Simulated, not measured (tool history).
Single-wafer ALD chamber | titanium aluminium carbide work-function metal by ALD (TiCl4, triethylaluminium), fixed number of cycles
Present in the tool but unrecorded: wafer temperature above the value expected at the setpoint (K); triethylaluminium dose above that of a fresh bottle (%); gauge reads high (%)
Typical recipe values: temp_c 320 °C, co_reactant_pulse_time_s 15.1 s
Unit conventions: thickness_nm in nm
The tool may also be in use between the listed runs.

| run | hour | temp_c | co_reactant_pulse_time_s | wafers since the last listed run | hours since the last thermocouple change | hours since the last triethylaluminium bottle change | hours since the showerhead was replaced | hours since the gauge calibration | read-back reference wafer on the same gauge, thickness_nm | thickness_nm |
|---|---|---|---|---|---|---|---|---|---|---|
| 1 | 0 | 320 | 17.66 | 0 | 1575.9 | 283.2 | 6754.1 | 1093.3 | 2.54 | 2.329 |
| 2 | 28.7 | 320 | 15.1 | 385 | 1604.6 | 311.9 | 6782.8 | 1122 | 2.537 | 2.313 |
| 3 | 55.8 | 309 | 12.83 | 363 | 1631.7 | 339 | 6809.9 | 1149.1 | 2.54 | 2.19 |
| 4 | 83.2 | 320 | 15.1 | 367 | 1659.1 | 366.4 | 6837.3 | 1176.5 | 2.541 | 2.301 |
| 5 | 108 | 320 | 15.1 | 333 | 1683.9 | 391.2 | 6862.1 | 1201.3 | 2.54 | 2.304 |
| 6 | 138.4 | 320 | 15.1 | 408 | 1714.3 | 421.6 | 6892.5 | 1231.7 | 2.543 | 2.309 |
| 7 | 156.3 | 320 | 15.1 | 240 | 1732.2 | 439.5 | 6910.4 | 1249.6 | 2.539 | 2.296 |
|  | 157 | gauge calibrated |
|  | 165.2 | showerhead replaced |
| 8 | 174.4 | 320 | 12.72 | 135 | 1750.3 | 457.6 | 9.2 | 17.4 | 2.539 | 2.282 |
| 9 | 193 | 320 | 12.72 | 249 | 1768.9 | 476.2 | 27.8 | 36 | 2.539 | 2.273 |
| 10 | 219.2 | 320 | 15.1 | 351 | 1795.1 | 502.4 | 54 | 62.2 | 2.542 | 2.305 |
| 11 | 240.6 | 320 | 15.1 | 287 | 1816.5 | 523.8 | 75.4 | 83.6 | 2.539 | 2.308 |
| 12 | 257.6 | 320 | 15.1 | 228 | 1833.5 | 540.8 | 92.4 | 100.6 | 2.541 | 2.303 |
| 13 | 271.5 | 320 | 18.44 | 186 | 1847.4 | 554.7 | 106.3 | 114.5 | 2.542 | 2.311 |
| 14 | 285.9 | 311 | 21.01 | 193 | 1861.8 | 569.1 | 120.7 | 128.9 | 2.54 | 2.238 |
| 15 | 319.6 | 314 | 21.06 | 452 | 1895.5 | 602.8 | 154.4 | 162.6 | 2.541 | 2.264 |
| 16 | 343.8 | 320 | 15.1 | 324 | 1919.7 | 627 | 178.6 | 186.8 | 2.54 | 2.291 |
| 17 | 426.7 | 320 | 15.1 | 1113 | 2002.6 | 709.9 | 261.5 | 269.7 | 2.54 | 2.287 |
|  | 466.6 | thermocouple changed; heater temperature recalibrated |
| 18 | 467.1 | 310 | 19.14 | 435 | 0.5 | 750.3 | 301.9 | 310.1 | 2.54 | 2.269 |
| 19 | 491.1 | 320 | 15.1 | 322 | 24.5 | 774.3 | 325.9 | 334.1 | 2.541 | 2.335 |
| 20 | 511.7 | 324 | 12.4 | 276 | 45.1 | 794.9 | 346.5 | 354.7 | 2.54 | 2.308 |
| 21 | 528.6 | 320 | 19.28 | 226 | 62 | 811.8 | 363.4 | 371.6 | 2.539 | 2.36 |
| 22 | 603.3 | 307 | 10.86 | 1003 | 136.7 | 886.5 | 438.1 | 446.3 | 2.541 | 2.082 |
|  | 622 | triethylaluminium bottle replaced |
| 23 | 622.5 | 324 | 20.13 | 150 | 155.9 | 0.5 | 457.3 | 465.5 | 2.539 | 2.395 |
| 24 | 633.2 | 320 | 15.1 | 143 | 166.6 | 11.2 | 468 | 476.2 | 2.543 | 2.367 |
| 25 | 665.1 | 320 | 17.66 | 428 | 198.5 | 43.1 | 499.9 | 508.1 | 2.541 | 2.359 |
| 26 | 678 | 320 | 15.1 | 173 | 211.4 | 56 | 512.8 | 521 | 2.54 | 2.356 |
| 27 | 708 | 320 | 15.1 | 402 | 241.4 | 86 | 542.8 | 551 | 2.541 | 2.359 |
| 28 | 724.5 | 309 | 10.64 | 221 | 257.9 | 102.5 | 559.3 | 567.5 | 2.539 | 2.188 |
| 29 | 741.6 | 308 | 12.2 | 229 | 275 | 119.6 | 576.4 | 584.6 | 2.54 | 2.214 |
| 30 | 770.2 | 327 | 10.23 | 384 | 303.6 | 148.2 | 605 | 613.2 | 2.539 | 2.327 |
| 31 | 797.9 | 327 | 18.33 | 371 | 331.3 | 175.9 | 632.7 | 640.9 | 2.54 | 2.426 |
| 32 | 833.6 | 330 | 18.64 | 479 | 367 | 211.6 | 668.4 | 676.6 | 2.54 | 2.456 |
| 33 | 863.5 | 334 | 9.98 | 401 | 396.9 | 241.5 | 698.3 | 706.5 | 2.541 | 2.383 |

List, for all runs, the conditions of the tool that the log does not record:
gauge reads high (%): 0, the same for each run
H1: wafer temperature above the value expected at the setpoint (K)
H2: triethylaluminium dose above that of a fresh bottle (%)
| run | H1 | H2 |
|---|---|---|
| 1 | -4.32 | -5.21 |
| 2 | -4.4 | -5.66 |
| 3 | -4.47 | -6.13 |
| 4 | -4.54 | -6.65 |
| 5 | -4.61 | -7.15 |
| 6 | -4.69 | -7.81 |
| 7 | -4.74 | -8.22 |
| 8 | -4.78 | -8.66 |
| 9 | -4.83 | -9.12 |
| 10 | -4.9 | -9.8 |
| 11 | -4.96 | -10.4 |
| 12 | -5.01 | -10.9 |
| 13 | -5.04 | -11.3 |
| 14 | -5.08 | -11.7 |
| 15 | -5.17 | -12.8 |
| 16 | -5.23 | -13.6 |
| 17 | -5.46 | -16.5 |
| 18 | 0.721 | -18.1 |
| 19 | 0.657 | -19.1 |
| 20 | 0.602 | -19.9 |
| 21 | 0.557 | -20.7 |
| 22 | 0.359 | -24 |
| 23 | 0.308 | -2.92 |
| 24 | 0.279 | -2.92 |
| 25 | 0.194 | -2.97 |
| 26 | 0.16 | -3 |
| 27 | 0.0802 | -3.11 |
| 28 | 0.0364 | -3.2 |
| 29 | -0.00914 | -3.3 |
| 30 | -0.0852 | -3.5 |
| 31 | -0.159 | -3.74 |
| 32 | -0.254 | -4.11 |
| 33 | -0.333 | -4.47 |
